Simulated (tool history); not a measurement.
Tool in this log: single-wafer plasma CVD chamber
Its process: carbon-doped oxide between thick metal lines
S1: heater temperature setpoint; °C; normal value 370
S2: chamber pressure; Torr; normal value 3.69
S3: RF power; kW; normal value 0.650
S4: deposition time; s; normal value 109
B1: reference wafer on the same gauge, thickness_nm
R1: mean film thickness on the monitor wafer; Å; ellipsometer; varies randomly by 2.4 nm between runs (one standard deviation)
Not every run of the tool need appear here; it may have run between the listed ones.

{"run": 1, "hour": 0.0, "S1": 370, "S2": 3.69, "S3": 0.7, "S4": 109, "B1": 695.109, "R1": 6332.94}
{"hour": 63.8, "done": "capacitance manometer re-zeroed and calibrated"}
{"run": 2, "hour": 76.2, "S1": 370, "S2": 3.69, "S3": 0.7, "S4": 109, "B1": 694.791, "R1": 6329.13}
{"run": 3, "hour": 131.8, "S1": 381, "S2": 3.69, "S3": 0.65, "S4": 109, "B1": 695.056, "R1": 5702.05}
{"run": 4, "hour": 174.1, "S1": 381, "S2": 3.69, "S3": 0.65, "S4": 109, "B1": 694.519, "R1": 5733.65}
{"run": 5, "hour": 248.1, "S1": 370, "S2": 3.69, "S3": 0.65, "S4": 109, "B1": 695.912, "R1": 5853.11}
{"run": 6, "hour": 346.1, "S1": 370, "S2": 3.69, "S3": 0.65, "S4": 88, "B1": 695.046, "R1": 4721.98}
{"run": 7, "hour": 437.3, "S1": 370, "S2": 3.69, "S3": 0.58, "S4": 109, "B1": 695.366, "R1": 5207.21}
{"run": 8, "hour": 543.4, "S1": 360, "S2": 4.38, "S3": 0.58, "S4": 96, "B1": 695.292, "R1": 4708.74}
{"run": 9, "hour": 580.2, "S1": 370, "S2": 3.23, "S3": 0.65, "S4": 109, "B1": 694.552, "R1": 5765.43}
{"run": 10, "hour": 650.4, "S1": 370, "S2": 3.69, "S3": 0.56, "S4": 109, "B1": 694.247, "R1": 4972.8}
{"run": 11, "hour": 686.7, "S1": 370, "S2": 4.52, "S3": 0.65, "S4": 109, "B1": 694.933, "R1": 5917.7}
{"run": 12, "hour": 750.6, "S1": 370, "S2": 3.69, "S3": 0.65, "S4": 109, "B1": 694.819, "R1": 5811.03}
{"run": 13, "hour": 800.4, "S1": 370, "S2": 3.69, "S3": 0.65, "S4": 93, "B1": 694.635, "R1": 4953.8}
{"hour": 818.0, "done": "showerhead replaced, of another model than before"}
{"run": 14, "hour": 839.1, "S1": 370, "S2": 3.69, "S3": 0.65, "S4": 109, "B1": 694.641, "R1": 5836.25}
{"hour": 863.8, "done": "thermocouple changed; heater temperature recalibrated"}
{"hour": 881.9, "done": "RF generator calibrated"}
{"hour": 902.4, "done": "gauge calibrated"}
{"run": 15, "hour": 946.7, "S1": 364, "S2": 3.37, "S3": 0.76, "S4": 109, "B1": 694.764, "R1": 6644.39}
{"run": 16, "hour": 992.8, "S1": 370, "S2": 4.52, "S3": 0.65, "S4": 91, "B1": 695.97, "R1": 5114.27}
{"hour": 1038.3, "done": "capacitance manometer re-zeroed and calibrated"}
{"run": 17, "hour": 1059.5, "S1": 370, "S2": 3.69, "S3": 0.65, "S4": 109, "B1": 695.157, "R1": 5904.3}
{"run": 18, "hour": 1131.1, "S1": 364, "S2": 4.09, "S3": 0.65, "S4": 116, "B1": 695.505, "R1": 6462.25}
{"run": 19, "hour": 1179.5, "S1": 363, "S2": 3.41, "S3": 0.73, "S4": 98, "B1": 695.171, "R1": 5801.97}
{"run": 20, "hour": 1228.7, "S1": 370, "S2": 4.01, "S3": 0.65, "S4": 119, "B1": 694.575, "R1": 6524.05}
{"run": 21, "hour": 1321.9, "S1": 370, "S2": 3.69, "S3": 0.65, "S4": 116, "B1": 694.897, "R1": 6285.37}

Expected results for the next run?
{"run": 22, "hour": 1381.5, "S1": 375, "S2": 3.69, "S3": 0.65, "S4": 109, "B1": "?", "R1": "?"}

{"run 22": {"B1": 695.091, "R1": 5846.89}}
Minus the tool's unlogged condition, the same run would have read R1 5905.77 Å.

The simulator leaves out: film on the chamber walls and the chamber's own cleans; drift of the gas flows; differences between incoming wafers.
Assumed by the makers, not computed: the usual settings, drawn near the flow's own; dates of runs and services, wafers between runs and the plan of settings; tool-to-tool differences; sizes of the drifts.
